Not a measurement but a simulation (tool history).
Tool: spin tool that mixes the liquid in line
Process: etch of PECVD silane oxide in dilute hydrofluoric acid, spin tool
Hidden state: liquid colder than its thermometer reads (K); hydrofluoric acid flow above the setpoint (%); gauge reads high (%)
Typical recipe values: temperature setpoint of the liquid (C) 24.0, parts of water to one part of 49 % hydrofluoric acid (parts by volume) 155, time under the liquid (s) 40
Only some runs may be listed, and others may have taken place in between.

| run | hour | temperature setpoint of the liquid (C) | parts of water to one part of 49 % hydrofluoric acid (parts by volume) | time under the liquid (s) | wafers since the last listed run | hours since the thermometer was replaced | hours since the hydrofluoric acid flow meter was replaced | hours since the gauge calibration | read-back film thickness of the PECVD silane oxide reference wafer, read on the same gauge (nm) | thickness taken off the PECVD silane oxide on a monitor wafer (nm) |
|---|---|---|---|---|---|---|---|---|---|---|
| 1 | 0.0 | 24.0 | 155 | 40 | 0 | 1821.7 | 639.3 | 163.1 | 49.74 | 5.83 |
| 2 | 25.1 | 24.0 | 155 | 40 | 324 | 1846.8 | 664.4 | 188.2 | 49.74 | 5.88 |
| 3 | 45.5 | 24.0 | 155 | 40 | 263 | 1867.2 | 684.8 | 208.6 | 49.66 | 5.86 |
| 4 | 67.8 | 24.0 | 155 | 40 | 287 | 1889.5 | 707.1 | 230.9 | 49.65 | 5.80 |
| 5 | 83.0 | 24.0 | 155 | 40 | 196 | 1904.7 | 722.3 | 246.1 | 49.62 | 5.86 |
| 6 | 156.4 | 24.0 | 155 | 40 | 947 | 1978.1 | 795.7 | 319.5 | 49.48 | 5.87 |
| 7 | 181.9 | 24.0 | 155 | 40 | 329 | 2003.6 | 821.2 | 345.0 | 49.43 | 5.88 |
| 8 | 197.3 | 24.0 | 155 | 40 | 198 | 2019.0 | 836.6 | 360.4 | 49.36 | 5.83 |
| 9 | 221.9 | 24.0 | 155 | 40 | 317 | 2043.6 | 861.2 | 385.0 | 49.29 | 5.83 |
| 10 | 253.1 | 24.0 | 155 | 40 | 402 | 2074.8 | 892.4 | 416.2 | 49.24 | 5.76 |
| 11 | 285.2 | 24.0 | 155 | 40 | 414 | 2106.9 | 924.5 | 448.3 | 49.16 | 5.79 |
| 12 | 300.1 | 24.0 | 155 | 40 | 192 | 2121.8 | 939.4 | 463.2 | 49.11 | 5.74 |
| 13 | 331.0 | 24.0 | 155 | 40 | 399 | 2152.7 | 970.3 | 494.1 | 49.11 | 5.80 |
|  | 385.4 | gauge calibrated |
| 14 | 411.9 | 24.0 | 155 | 40 | 1044 | 2233.6 | 1051.2 | 26.5 | 49.96 | 5.96 |
| 15 | 444.6 | 24.0 | 155 | 40 | 422 | 2266.3 | 1083.9 | 59.2 | 49.84 | 5.90 |
| 16 | 459.4 | 24.0 | 155 | 40 | 191 | 2281.1 | 1098.7 | 74.0 | 49.87 | 5.86 |
| 17 | 485.1 | 24.0 | 155 | 25 | 331 | 2306.8 | 1124.4 | 99.7 | 49.79 | 3.66 |
| 18 | 513.8 | 24.0 | 155 | 65 | 370 | 2335.5 | 1153.1 | 128.4 | 49.71 | 9.59 |
| 19 | 531.1 | 22.0 | 155 | 40 | 223 | 2352.8 | 1170.4 | 145.7 | 49.66 | 5.41 |
| 20 | 549.9 | 26.5 | 155 | 25 | 242 | 2371.6 | 1189.2 | 164.5 | 49.62 | 4.06 |
|  | 572.8 | thermometer replaced |
| 21 | 584.1 | 24.0 | 155 | 40 | 428 | 11.3 | 1223.4 | 198.7 | 49.62 | 5.88 |
| 22 | 609.3 | 20.5 | 80 | 25 | 325 | 36.5 | 1248.6 | 223.9 | 49.55 | 6.67 |
| 23 | 634.9 | 20.0 | 195 | 30 | 330 | 62.1 | 1274.2 | 249.5 | 49.49 | 2.83 |
| 24 | 666.9 | 24.0 | 155 | 40 | 413 | 94.1 | 1306.2 | 281.5 | 49.39 | 5.83 |
|  | 672.1 | hydrofluoric acid flow meter replaced |
| 25 | 699.8 | 28.0 | 180 | 50 | 411 | 127.0 | 27.7 | 314.4 | 49.34 | 7.07 |
| 26 | 731.1 | 24.0 | 155 | 40 | 404 | 158.3 | 59.0 | 345.7 | 49.27 | 5.84 |
|  | 830.4 | gauge calibrated |
| 27 | 834.4 | 26.0 | 155 | 40 | 1333 | 261.6 | 162.3 | 4.0 | 50.01 | 6.41 |
| 28 | 865.3 | 24.0 | 155 | 40 | 399 | 292.5 | 193.2 | 34.9 | 50.01 | 5.89 |
| 29 | 879.7 | 24.0 | 155 | 60 | 185 | 306.9 | 207.6 | 49.3 | 49.94 | 8.84 |
| 30 | 914.4 | 20.5 | 155 | 30 | 448 | 341.6 | 242.3 | 84.0 | 49.88 | 3.84 |
| 31 | 927.5 | 26.0 | 215 | 25 | 169 | 354.7 | 255.4 | 97.1 | 49.80 | 2.66 |
| 32 | 962.6 | 22.0 | 155 | 20 | 453 | 389.8 | 290.5 | 132.2 | 49.74 | 2.71 |

Each row is a separate what-if for the run after 32, all from the same tool condition, not one after another. Results?
| A | 963.0 | 24.0 | 155 | 40 | 5 | 390.2 | 290.9 | 132.6 | ? | ? |
| B | 963.0 | 26.0 | 80 | 55 | 5 | 390.2 | 290.9 | 132.6 | ? | ? |
| C | 963.0 | 28.0 | 130 | 65 | 5 | 390.2 | 290.9 | 132.6 | ? | ? |

| run | read-back film thickness of the PECVD silane oxide reference wafer, read on the same gauge (nm) | thickness taken off the PECVD silane oxide on a monitor wafer (nm) |
|---|---|---|
| A | 49.77 | 5.91 |
| B | 49.77 | 18.64 |
| C | 49.77 | 13.71 |
Had the tool no hidden state, the same runs would have come out as:
| run | thickness taken off the PECVD silane oxide on a monitor wafer (nm) |
|---|---|
| A | 5.93 |
| B | 18.73 |
| C | 13.78 |

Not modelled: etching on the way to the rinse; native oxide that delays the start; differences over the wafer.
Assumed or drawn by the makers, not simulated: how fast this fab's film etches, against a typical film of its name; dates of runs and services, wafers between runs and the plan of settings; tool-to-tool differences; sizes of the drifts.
